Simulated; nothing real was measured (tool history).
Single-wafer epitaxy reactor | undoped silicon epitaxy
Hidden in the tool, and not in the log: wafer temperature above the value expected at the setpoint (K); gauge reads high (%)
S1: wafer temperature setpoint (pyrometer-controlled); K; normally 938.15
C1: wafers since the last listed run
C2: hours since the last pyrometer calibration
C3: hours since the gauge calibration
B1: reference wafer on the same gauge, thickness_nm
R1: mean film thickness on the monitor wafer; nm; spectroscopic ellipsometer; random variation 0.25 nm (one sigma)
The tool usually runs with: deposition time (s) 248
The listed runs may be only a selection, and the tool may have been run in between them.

{"run": 1, "day": 0.0, "S1": 938.15, "deposition time (s)": 248, "C1": 0, "C2": 1222.7, "C3": 154.3, "B1": 58.286, "R1": 57.633}
{"run": 2, "day": 0.475, "S1": 938.15, "deposition time (s)": 248, "C1": 77, "C2": 1234.1, "C3": 165.7, "B1": 58.369, "R1": 57.043}
{"run": 3, "day": 0.75, "S1": 938.15, "deposition time (s)": 248, "C1": 44, "C2": 1240.7, "C3": 172.3, "B1": 58.344, "R1": 57.734}
{"day": 0.825, "done": "gauge calibrated"}
{"run": 4, "day": 1.029, "S1": 938.15, "deposition time (s)": 248, "C1": 45, "C2": 1247.4, "C3": 4.9, "B1": 58.323, "R1": 57.809}
{"run": 5, "day": 1.612, "S1": 938.15, "deposition time (s)": 248, "C1": 95, "C2": 1261.4, "C3": 18.9, "B1": 58.302, "R1": 57.087}
{"run": 6, "day": 1.921, "S1": 938.15, "deposition time (s)": 248, "C1": 50, "C2": 1268.8, "C3": 26.3, "B1": 58.289, "R1": 57.332}
{"run": 7, "day": 2.375, "S1": 938.15, "deposition time (s)": 248, "C1": 74, "C2": 1279.7, "C3": 37.2, "B1": 58.269, "R1": 57.234}
{"run": 8, "day": 2.929, "S1": 938.15, "deposition time (s)": 248, "C1": 90, "C2": 1293.0, "C3": 50.5, "B1": 58.377, "R1": 57.128}
{"run": 9, "day": 3.408, "S1": 934.15, "deposition time (s)": 267, "C1": 78, "C2": 1304.5, "C3": 62.0, "B1": 58.246, "R1": 56.284}
{"run": 10, "day": 3.783, "S1": 938.15, "deposition time (s)": 248, "C1": 61, "C2": 1313.5, "C3": 71.0, "B1": 58.246, "R1": 57.293}
{"run": 11, "day": 4.067, "S1": 938.15, "deposition time (s)": 248, "C1": 46, "C2": 1320.3, "C3": 77.8, "B1": 58.237, "R1": 57.309}
{"run": 12, "day": 4.804, "S1": 938.15, "deposition time (s)": 248, "C1": 120, "C2": 1338.0, "C3": 95.5, "B1": 58.334, "R1": 57.218}
{"run": 13, "day": 5.208, "S1": 944.15, "deposition time (s)": 288, "C1": 66, "C2": 1347.7, "C3": 105.2, "B1": 58.293, "R1": 76.93}
{"run": 14, "day": 5.658, "S1": 947.15, "deposition time (s)": 264, "C1": 73, "C2": 1358.5, "C3": 116.0, "B1": 58.328, "R1": 75.809}
{"day": 6.304, "done": "pyrometer calibrated"}
{"run": 15, "day": 6.325, "S1": 928.15, "deposition time (s)": 287, "C1": 54, "C2": 0.5, "C3": 132.0, "B1": 58.326, "R1": 45.254}
{"run": 16, "day": 6.575, "S1": 952.15, "deposition time (s)": 232, "C1": 40, "C2": 6.5, "C3": 138.0, "B1": 58.339, "R1": 64.339}
{"run": 17, "day": 7.142, "S1": 927.15, "deposition time (s)": 268, "C1": 92, "C2": 20.1, "C3": 151.6, "B1": 58.337, "R1": 41.242}
{"day": 7.25, "done": "gauge calibrated"}
{"run": 18, "day": 7.871, "S1": 932.15, "deposition time (s)": 292, "C1": 119, "C2": 37.6, "C3": 14.9, "B1": 58.261, "R1": 51.197}
{"run": 19, "day": 8.508, "S1": 952.15, "deposition time (s)": 232, "C1": 104, "C2": 52.9, "C3": 30.2, "B1": 58.325, "R1": 65.345}
{"run": 20, "day": 8.892, "S1": 952.15, "deposition time (s)": 290, "C1": 62, "C2": 62.1, "C3": 39.4, "B1": 58.268, "R1": 80.905}
{"run": 21, "day": 9.525, "S1": 923.15, "deposition time (s)": 248, "C1": 103, "C2": 77.3, "C3": 54.6, "B1": 58.211, "R1": 35.027}
{"run": 22, "day": 9.812, "S1": 938.15, "deposition time (s)": 248, "C1": 47, "C2": 84.2, "C3": 61.5, "B1": 58.374, "R1": 50.892}
{"run": 23, "day": 10.338, "S1": 938.15, "deposition time (s)": 248, "C1": 85, "C2": 96.8, "C3": 74.1, "B1": 58.3, "R1": 50.916}
{"run": 24, "day": 10.767, "S1": 934.15, "deposition time (s)": 269, "C1": 70, "C2": 107.1, "C3": 84.4, "B1": 58.32, "R1": 50.338}
{"run": 25, "day": 11.092, "S1": 938.15, "deposition time (s)": 293, "C1": 53, "C2": 114.9, "C3": 92.2, "B1": 58.262, "R1": 60.117}

Alternative continuations, all from the tool just after run 25; predict every row:
{"run": "A", "day": 11.112, "S1": 938.15, "deposition time (s)": 248, "C1": 3, "C2": 115.4, "C3": 92.7, "B1": "?", "R1": "?"}
{"run": "B", "day": 11.112, "S1": 944.15, "deposition time (s)": 206, "C1": 3, "C2": 115.4, "C3": 92.7, "B1": "?", "R1": "?"}
{"run": "C", "day": 11.112, "S1": 926.15, "deposition time (s)": 248, "C1": 3, "C2": 115.4, "C3": 92.7, "B1": "?", "R1": "?"}
{"run": "D", "day": 11.112, "S1": 938.15, "deposition time (s)": 213, "C1": 3, "C2": 115.4, "C3": 92.7, "B1": "?", "R1": "?"}
{"run": "E", "day": 11.112, "S1": 933.15, "deposition time (s)": 248, "C1": 3, "C2": 115.4, "C3": 92.7, "B1": "?", "R1": "?"}

run=A B1=58.252 R1=51.204
run=B B1=58.252 R1=49.057
run=C B1=58.252 R1=38.248
run=D B1=58.252 R1=43.978
run=E B1=58.252 R1=45.391
What these runs would have given with no unlogged condition in the tool:
run=A R1=49.288
run=B R1=47.247
run=C R1=36.774
run=D R1=42.332
run=E R1=43.671
